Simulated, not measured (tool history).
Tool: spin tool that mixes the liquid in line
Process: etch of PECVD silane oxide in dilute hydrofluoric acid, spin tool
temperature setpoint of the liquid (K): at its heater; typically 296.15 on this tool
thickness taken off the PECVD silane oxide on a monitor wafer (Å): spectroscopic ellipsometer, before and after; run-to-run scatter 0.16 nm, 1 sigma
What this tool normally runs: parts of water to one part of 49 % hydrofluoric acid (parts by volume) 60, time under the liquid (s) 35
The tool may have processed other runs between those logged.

run,day,temperature setpoint of the liquid (K),parts of water to one part of 49 % hydrofluoric acid (parts by volume),time under the liquid (s),wafers since the last listed run,hours since the thermometer was replaced,hours since the hydrofluoric acid flow meter was replaced,hours since the gauge calibration,"read-back film thickness of the PECVD silane oxide reference wafer, read on the same gauge (nm)",thickness taken off the PECVD silane oxide on a monitor wafer (Å)
1,0,295.15,60,20,0,249,1069.7,295.3,150,176.2
2,2.154,295.15,60,20,777,300.7,1121.4,347,149.99,177.1
# day 4.733: hydrofluoric acid flow meter replaced
3,5.975,295.15,60,20,1364,392.4,29.8,438.7,150,178.1
4,9.1,296.15,60,25,1128,467.4,104.8,513.7,149.98,236.2
# day 11.333: thermometer replaced
5,11.567,296.15,60,25,875,5.6,164,572.9,149.96,222.9
6,15.954,296.15,60,25,1584,110.9,269.3,678.2,149.96,226.9
7,19.767,296.15,60,35,1376,202.4,360.8,769.7,150.01,321
8,22.454,296.15,70,30,970,266.9,425.3,834.2,150.05,235
9,26.042,296.15,70,30,1295,353,511.4,920.3,150,238.6
10,30.446,296.15,65,35,1590,458.7,617.1,1026,150.02,303.3
11,32.204,296.15,65,35,634,500.9,659.3,1068.2,149.96,302.8
# day 33.871: thermometer replaced
# day 35.679: gauge calibrated
12,37.112,296.15,60,35,1757,77.8,777.1,34.4,150.01,314.7
13,41.692,296.15,60,35,1653,187.7,887,144.3,150,316
14,44.583,294.15,30,25,1044,257.1,956.4,213.7,149.97,437
# day 47.979: hydrofluoric acid flow meter replaced
15,48.492,294.15,40,25,1396,350.9,12.3,307.5,150.04,329.9
16,52.875,296.15,35,35,1582,456.1,117.5,412.7,150.01,576.2
17,54.862,291.65,60,35,717,503.8,165.2,460.4,150.01,271.3
18,57.767,297.65,80,25,1048,573.5,234.9,530.1,149.95,184.9
# day 61.108: thermometer replaced
19,61.912,291.65,85,20,1481,19.3,334.4,629.6,150.02,101.7
20,65.871,300.15,60,35,1429,114.3,429.4,724.6,149.99,372.9
21,69.392,298.65,60,15,1271,198.8,513.9,809.1,149.99,152.1
22,71.808,296.15,30,50,872,256.8,571.9,867.1,150.01,963.1
23,74.829,300.15,80,55,1090,329.3,644.4,939.6,149.99,433
24,77.712,296.15,60,35,1041,398.5,713.6,1008.8,149.96,327.7
# day 77.758: gauge calibrated
25,80.262,296.15,45,35,920,459.7,774.8,60.1,150.01,445.8

Alternative continuations, all from the tool just after run 25; predict every row:
A,80.279,294.65,60,35,6,460.1,775.2,60.5,?,?
B,80.279,296.15,80,35,6,460.1,775.2,60.5,?,?
C,80.279,298.65,50,30,6,460.1,775.2,60.5,?,?
D,80.279,296.15,60,55,6,460.1,775.2,60.5,?,?

run,"read-back film thickness of the PECVD silane oxide reference wafer, read on the same gauge (nm)",thickness taken off the PECVD silane oxide on a monitor wafer (Å)
A,149.97,310.7
B,149.97,241.4
C,149.97,381.1
D,149.97,519.1
What these runs would have given with no unlogged condition in the tool:
run,thickness taken off the PECVD silane oxide on a monitor wafer (Å)
A,291.6
B,226.9
C,358.2
D,487.6

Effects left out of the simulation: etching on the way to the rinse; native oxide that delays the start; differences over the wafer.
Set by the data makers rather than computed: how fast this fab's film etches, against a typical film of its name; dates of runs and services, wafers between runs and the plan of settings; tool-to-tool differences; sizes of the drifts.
